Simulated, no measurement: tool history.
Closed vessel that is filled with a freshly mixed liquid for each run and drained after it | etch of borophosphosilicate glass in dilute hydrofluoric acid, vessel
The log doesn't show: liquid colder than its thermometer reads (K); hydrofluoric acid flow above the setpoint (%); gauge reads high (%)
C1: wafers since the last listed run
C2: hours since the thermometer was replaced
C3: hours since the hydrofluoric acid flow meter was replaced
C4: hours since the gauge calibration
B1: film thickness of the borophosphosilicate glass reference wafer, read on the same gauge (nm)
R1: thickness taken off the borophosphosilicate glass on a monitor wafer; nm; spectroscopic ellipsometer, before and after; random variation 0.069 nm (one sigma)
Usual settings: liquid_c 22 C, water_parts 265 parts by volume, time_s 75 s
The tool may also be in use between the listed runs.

run 1 hour=0 | liquid_c=22 water_parts=265 time_s=75 | C1=0 C2=1696.3 C3=139.6 C4=395.2 | B1=80 | R1=7.16
run 2 hour=62 | liquid_c=22 water_parts=265 time_s=75 | C1=5849 C2=1758.3 C3=201.6 C4=457.2 | B1=79.98 | R1=7.32
run 3 hour=151.6 | liquid_c=22 water_parts=265 time_s=75 | C1=8453 C2=1847.9 C3=291.2 C4=546.8 | B1=79.98 | R1=7.32
run 4 hour=227.1 | liquid_c=22 water_parts=265 time_s=75 | C1=7123 C2=1923.4 C3=366.7 C4=622.3 | B1=79.98 | R1=7.24
run 5 hour=293.6 | liquid_c=22 water_parts=265 time_s=75 | C1=6274 C2=1989.9 C3=433.2 C4=688.8 | B1=79.99 | R1=7.28
run 6 hour=358.1 | liquid_c=22 water_parts=265 time_s=75 | C1=6085 C2=2054.4 C3=497.7 C4=753.3 | B1=79.99 | R1=7.47
run 7 hour=455.1 | liquid_c=22 water_parts=350 time_s=45 | C1=9151 C2=2151.4 C3=594.7 C4=850.3 | B1=80 | R1=3.12
run 8 hour=514.8 | liquid_c=22 water_parts=350 time_s=45 | C1=5632 C2=2211.1 C3=654.4 C4=910 | B1=80.03 | R1=3.15
run 9 hour=581.5 | liquid_c=25.5 water_parts=205 time_s=75 | C1=6293 C2=2277.8 C3=721.1 C4=976.7 | B1=79.98 | R1=11.83
-- hour=606.8 hydrofluoric acid flow meter replaced
run 10 hour=658.3 | liquid_c=22 water_parts=265 time_s=75 | C1=7151 C2=2354.6 C3=51.5 C4=1053.5 | B1=80.04 | R1=6.97
-- hour=660.5 thermometer replaced
-- hour=684.5 gauge calibrated
run 11 hour=695.6 | liquid_c=22 water_parts=265 time_s=75 | C1=3424 C2=35.1 C3=88.8 C4=11.1 | B1=80 | R1=7.61
run 12 hour=877.2 | liquid_c=17 water_parts=150 time_s=75 | C1=17133 C2=216.7 C3=270.4 C4=192.7 | B1=80 | R1=12.55
run 13 hour=947.9 | liquid_c=22 water_parts=265 time_s=75 | C1=6670 C2=287.4 C3=341.1 C4=263.4 | B1=79.97 | R1=7.87
run 14 hour=1039.9 | liquid_c=26 water_parts=265 time_s=35 | C1=8680 C2=379.4 C3=433.1 C4=355.4 | B1=79.99 | R1=4.25
run 15 hour=1169.6 | liquid_c=23.5 water_parts=195 time_s=65 | C1=12237 C2=509.1 C3=562.8 C4=485.1 | B1=80.02 | R1=10.58
run 16 hour=1260.2 | liquid_c=22 water_parts=355 time_s=90 | C1=8548 C2=599.7 C3=653.4 C4=575.7 | B1=80 | R1=6.73

Forecast each of these 5 alternatives for the next run:
run A hour=1260.9 | liquid_c=22 water_parts=265 time_s=75 | C1=66 C2=600.4 C3=654.1 C4=576.4 | B1=? | R1=?
run B hour=1260.9 | liquid_c=22 water_parts=265 time_s=60 | C1=66 C2=600.4 C3=654.1 C4=576.4 | B1=? | R1=?
run C hour=1260.9 | liquid_c=24.5 water_parts=320 time_s=115 | C1=66 C2=600.4 C3=654.1 C4=576.4 | B1=? | R1=?
run D hour=1260.9 | liquid_c=17 water_parts=265 time_s=100 | C1=66 C2=600.4 C3=654.1 C4=576.4 | B1=? | R1=?
run E hour=1260.9 | liquid_c=22 water_parts=380 time_s=75 | C1=66 C2=600.4 C3=654.1 C4=576.4 | B1=? | R1=?

run=A B1=79.98 R1=7.9
run=B B1=79.98 R1=6.32
run=C B1=79.98 R1=10.45
run=D B1=79.98 R1=8.71
run=E B1=79.98 R1=4.99
Without the tool's hidden state the same runs would have given:
run=A R1=7.58
run=B R1=6.06
run=C R1=9.97
run=D R1=8.38
run=E R1=4.76
